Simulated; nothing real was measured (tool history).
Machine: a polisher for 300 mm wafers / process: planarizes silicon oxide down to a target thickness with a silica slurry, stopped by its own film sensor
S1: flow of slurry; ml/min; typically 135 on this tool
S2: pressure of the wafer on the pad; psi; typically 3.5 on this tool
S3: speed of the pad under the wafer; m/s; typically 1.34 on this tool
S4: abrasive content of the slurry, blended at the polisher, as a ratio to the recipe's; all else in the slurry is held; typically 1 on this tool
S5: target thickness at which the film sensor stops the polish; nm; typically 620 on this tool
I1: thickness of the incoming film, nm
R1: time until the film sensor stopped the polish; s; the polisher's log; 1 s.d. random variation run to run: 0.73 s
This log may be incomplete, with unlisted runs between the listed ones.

{"run": 1, "day": 0.0, "S1": 135, "S2": 3.5, "S3": 1.34, "S4": 0.8, "S5": 620, "I1": 817.2, "R1": 79.6}
{"run": 2, "day": 0.267, "S1": 135, "S2": 3.5, "S3": 1.34, "S4": 1, "S5": 620, "I1": 836.4, "R1": 78.5}
{"run": 3, "day": 0.888, "S1": 135, "S2": 3.5, "S3": 1.34, "S4": 1, "S5": 620, "I1": 840.7, "R1": 78.7}
{"run": 4, "day": 1.512, "S1": 135, "S2": 3.5, "S3": 1.02, "S4": 1, "S5": 620, "I1": 828.5, "R1": 88.1}
{"run": 5, "day": 2.054, "S1": 135, "S2": 3.5, "S3": 1.02, "S4": 1, "S5": 620, "I1": 825.1, "R1": 85.1}
{"run": 6, "day": 2.6, "S1": 135, "S2": 3.5, "S3": 1.02, "S4": 1, "S5": 620, "I1": 818, "R1": 83}
{"run": 7, "day": 3.067, "S1": 135, "S2": 3.5, "S3": 1.34, "S4": 1, "S5": 598, "I1": 842.4, "R1": 84.2}
{"run": 8, "day": 3.571, "S1": 135, "S2": 3.5, "S3": 1.34, "S4": 1, "S5": 598, "I1": 822.6, "R1": 77.3}
{"run": 9, "day": 3.875, "S1": 135, "S2": 3.5, "S3": 1.58, "S4": 1, "S5": 620, "I1": 839.1, "R1": 67.4}
{"run": 10, "day": 4.354, "S1": 135, "S2": 3.5, "S3": 1.58, "S4": 1, "S5": 620, "I1": 832.6, "R1": 66.2}
{"run": 11, "day": 4.858, "S1": 135, "S2": 3.5, "S3": 1.34, "S4": 1, "S5": 620, "I1": 843.2, "R1": 77.1}
{"run": 12, "day": 5.421, "S1": 135, "S2": 4.2, "S3": 1.34, "S4": 1, "S5": 620, "I1": 825, "R1": 60.9}
{"run": 13, "day": 5.883, "S1": 135, "S2": 3.5, "S3": 1.58, "S4": 1, "S5": 620, "I1": 816.4, "R1": 62}
{"run": 14, "day": 6.379, "S1": 135, "S2": 3.5, "S3": 1.34, "S4": 1, "S5": 620, "I1": 838.8, "R1": 79.5}
{"run": 15, "day": 6.838, "S1": 135, "S2": 2.6, "S3": 1.64, "S4": 1.1, "S5": 685, "I1": 827.8, "R1": 56.5}
{"run": 16, "day": 7.458, "S1": 165, "S2": 4.1, "S3": 1.34, "S4": 1.2, "S5": 668, "I1": 829.4, "R1": 41.5}
{"run": 17, "day": 8.175, "S1": 110, "S2": 4.6, "S3": 1.34, "S4": 1, "S5": 620, "I1": 827, "R1": 56.8}
{"run": 18, "day": 8.621, "S1": 135, "S2": 3.5, "S3": 1.34, "S4": 1.25, "S5": 620, "I1": 825.4, "R1": 64.7}
{"run": 19, "day": 9.325, "S1": 135, "S2": 3.5, "S3": 1.34, "S4": 0.9, "S5": 565, "I1": 836, "R1": 99.2}
{"run": 20, "day": 9.821, "S1": 90, "S2": 2.9, "S3": 1.34, "S4": 1.25, "S5": 591, "I1": 836.8, "R1": 102}
{"run": 21, "day": 10.475, "S1": 110, "S2": 3.5, "S3": 0.96, "S4": 0.75, "S5": 591, "I1": 821.6, "R1": 129.5}
{"run": 22, "day": 11.021, "S1": 165, "S2": 3.5, "S3": 1.64, "S4": 1, "S5": 620, "I1": 840.2, "R1": 64.2}

Between the runs listed above, the log contained 7 entries, not reproduced here. Where in the sequence does each belong, and how does what the log doesn't record of the tool's condition differ from the listed run before to the listed run after?
From run 3 to run 4: worn pad replaced by a new one (day 1.196); slurry blender recalibrated (day 1.492)
  removal rate lost through wear of the pad, %: 5.63 -> 0.391
  measured less the result without the state, R1: +4.4 -> +0.3 s
From run 13 to run 14: conditioning disc replaced and pad reconditioned (day 6.025); slurry blender recalibrated (day 6.358)
  removal rate lost through wear of the pad, %: 4.34 -> 4.79
  measured less the result without the state, R1: +2.7 -> +3.8 s
From run 15 to run 16: worn pad replaced by a new one (day 7.254)
  removal rate lost through wear of the pad, %: 5.2 -> 0.266
  measured less the result without the state, R1: +2.9 -> +0.1 s
From run 16 to run 17: head pressure recalibrated (day 7.808)
  removal rate lost through wear of the pad, %: 0.266 -> 0.914
  measured less the result without the state, R1: +0.1 -> +0.5 s
From run 18 to run 19: slurry nozzle cleaned (day 8.812)
  removal rate lost through wear of the pad, %: 1.32 -> 1.95
  measured less the result without the state, R1: +0.9 -> +1.9 s
